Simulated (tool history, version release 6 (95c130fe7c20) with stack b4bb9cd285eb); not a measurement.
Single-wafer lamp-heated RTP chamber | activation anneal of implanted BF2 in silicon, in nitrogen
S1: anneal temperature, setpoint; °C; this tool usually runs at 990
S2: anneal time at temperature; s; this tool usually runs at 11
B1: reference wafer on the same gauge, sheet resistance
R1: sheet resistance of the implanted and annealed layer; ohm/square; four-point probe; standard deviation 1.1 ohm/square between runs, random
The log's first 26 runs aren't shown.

| run | hour | S1 | S2 | B1 | R1 |
|---|---|---|---|---|---|
| 27 | 290.2 | 968 | 16 | 255.06 | 326.26 |
| 28 | 307.6 | 990 | 11 | 254.51 | 308.73 |
| 29 | 318.1 | 990 | 11 | 255.32 | 307.25 |
| 30 | 329.5 | 990 | 11 | 254.63 | 308.83 |
| 31 | 341.7 | 1016 | 13 | 255.41 | 300.63 |
| 32 | 359.2 | 1002 | 15 | 255.35 | 303.43 |
| 33 | 369.1 | 962 | 16 | 254.98 | 330.49 |
| 34 | 378.8 | 979 | 8 | 254.94 | 317.86 |
| 35 | 394.2 | 1003 | 8 | 254.87 | 306.19 |
| 36 | 406.4 | 999 | 11 | 254.84 | 306.40 |
| 37 | 414.1 | 990 | 11 | 254.80 | 307.03 |

Forecast each of these 4 alternatives for the next run:
| A | 414.5 | 1008 | 11 | ? | ? |
| B | 414.5 | 972 | 8 | ? | ? |
| C | 414.5 | 979 | 7 | ? | ? |
| D | 414.5 | 976 | 11 | ? | ? |

| run | B1 | R1 |
|---|---|---|
| A | 254.81 | 301.68 |
| B | 254.81 | 323.27 |
| C | 254.81 | 317.95 |
| D | 254.81 | 316.38 |
The same runs, with their run-to-run variation unchanged, on a tool lacking any hidden condition would have given:
| run | R1 |
|---|---|
| A | 303.06 |
| B | 330.13 |
| C | 323.41 |
| D | 322.20 |
